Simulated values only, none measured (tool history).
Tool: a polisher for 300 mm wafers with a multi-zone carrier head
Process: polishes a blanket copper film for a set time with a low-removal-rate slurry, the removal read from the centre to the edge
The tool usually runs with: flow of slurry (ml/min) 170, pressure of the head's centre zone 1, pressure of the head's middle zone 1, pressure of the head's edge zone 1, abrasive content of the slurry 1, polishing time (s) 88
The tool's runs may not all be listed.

run,hour,flow of slurry (ml/min),pressure of the head's centre zone,pressure of the head's middle zone,pressure of the head's edge zone,abrasive content of the slurry,polishing time (s),wafers since the last listed run,wafers polished on this pad,hours since the slurry nozzle was cleaned,hours since the centre zone pressure was calibrated,hours since the edge zone pressure was calibrated,hours since the carrier head's membrane was replaced,"incoming thickness of the incoming film, nm",film removed at the wafer's centre (nm),film removed at mid-radius (nm),film removed at the wafer's edge (nm)
1,0,170,1,1,1,0.85,88,0,1264,217.3,1093.4,183.1,258.1,1230.3,92.1,91.5,91
# hour 23.9: worn pad replaced by a new one
2,41.7,170,1,1,1,0.85,88,492,232,259,1135.1,224.8,299.8,1204.5,102.1,101.1,101.5
3,75.3,170,1,1,1,0.85,88,438,671,292.6,1168.7,258.4,333.4,1235.5,97.7,97.5,98.1
# hour 133.5: worn pad replaced by a new one, of another model than before
4,138.1,170,1,1,1,1,88,767,60,355.4,1231.5,321.2,396.2,1216.6,108,108.5,108.8
5,174.2,170,1,1,1,1,88,471,531,391.5,1267.6,357.3,432.3,1221.5,104.5,102.5,106.5
# hour 203.3: centre zone pressure recalibrated
6,208.2,170,1,1,1,1,88,417,949,425.5,4.9,391.3,466.3,1238.7,100.2,100,99.4
# hour 234.4: worn pad replaced by a new one
7,234.9,170,1,1,1,1,88,296,6,452.2,31.6,418,493,1225.7,107.7,108.4,106.6
# hour 243.3: edge zone pressure recalibrated
8,268.7,170,1,1,1,1,88,415,421,486,65.4,25.4,526.8,1207.1,103.9,103.9,103.1
9,330.7,170,0.91,1,1,1,64,809,1231,548,127.4,87.4,588.8,1229,63.2,70.2,70.8
10,355.7,115,1,0.91,0.94,1.1,88,326,1557,573,152.4,112.4,613.8,1213.8,73.6,70,79.4
# hour 361.6: worn pad replaced by a new one
# hour 368.3: slurry nozzle cleaned
# hour 416.6: carrier head's membrane replaced by a new one
11,422.9,185,0.96,1,1,1,88,746,721,54.6,219.6,179.6,6.3,1202.9,101.4,105.4,105.4
12,464.8,170,1,1,1,1.2,64,547,1268,96.5,261.5,221.5,48.2,1219.5,74.7,75.1,74.2
# hour 469: worn pad replaced by a new one
13,503.6,225,1,1,1,1,88,454,452,135.3,300.3,260.3,87,1201.5,111.7,110.1,109
14,531.1,115,1,0.92,1,0.75,67,359,811,162.8,327.8,287.8,114.5,1205.1,54.1,51.6,58.8
15,557.6,170,1,1,1.11,1,88,346,1157,189.3,354.3,314.3,141,1206.5,97.5,97.4,101.3

What differs in the tool's unlogged condition from the final listed run ahead of each entry between runs to the first listed run following it?
Between runs 1 and 2: worn pad replaced by a new one (hour 23.9)
  removal rate lost through wear of the pad, %: 13.1 -> 2.15
  measured less the result without the state, film removed at the wafer's centre (nm): -13.9 -> -2.3; film removed at mid-radius (nm): -13.8 -> -2.2; film removed at the wafer's edge (nm): -13.7 -> -2.2
Between runs 3 and 4: worn pad replaced by a new one, of another model than before (hour 133.5)
  removal rate lost through wear of the pad, %: 5.77 -> 1.15
  measured less the result without the state, film removed at the wafer's centre (nm): -5.9 -> -1.2; film removed at mid-radius (nm): -5.9 -> -1.3; film removed at the wafer's edge (nm): -6 -> -1.3
Between runs 5 and 6: centre zone pressure recalibrated (hour 203.3)
  removal rate lost through wear of the pad, %: 5.04 -> 8.7
  measured less the result without the state, film removed at the wafer's centre (nm): -5.5 -> -9.6; film removed at mid-radius (nm): -5.4 -> -9.5; film removed at the wafer's edge (nm): -5.6 -> -9.5
Between runs 6 and 7: worn pad replaced by a new one (hour 234.4)
  removal rate lost through wear of the pad, %: 8.7 -> 2.01
  measured less the result without the state, film removed at the wafer's centre (nm): -9.6 -> -2.2; film removed at mid-radius (nm): -9.5 -> -2.2; film removed at the wafer's edge (nm): -9.5 -> -2.1
Between runs 7 and 8: edge zone pressure recalibrated (hour 243.3)
  removal rate lost through wear of the pad, %: 2.01 -> 5.64
  measured less the result without the state, film removed at the wafer's centre (nm): -2.2 -> -6.2; film removed at mid-radius (nm): -2.2 -> -6.2; film removed at the wafer's edge (nm): -2.1 -> -6.2
Between runs 10 and 11: worn pad replaced by a new one (hour 361.6); slurry nozzle cleaned (hour 368.3); carrier head's membrane replaced by a new one (hour 416.6)
  removal rate lost through wear of the pad, %: 15 -> 6.64
  measured less the result without the state, film removed at the wafer's centre (nm): -13 -> -7.2; film removed at mid-radius (nm): -12.4 -> -7.5; film removed at the wafer's edge (nm): -14 -> -7.4
Between runs 12 and 13: worn pad replaced by a new one (hour 469)
  removal rate lost through wear of the pad, %: 11.2 -> 5.25
  measured less the result without the state, film removed at the wafer's centre (nm): -9.3 -> -6.2; film removed at mid-radius (nm): -9.5 -> -6.1; film removed at the wafer's edge (nm): -9.3 -> -6
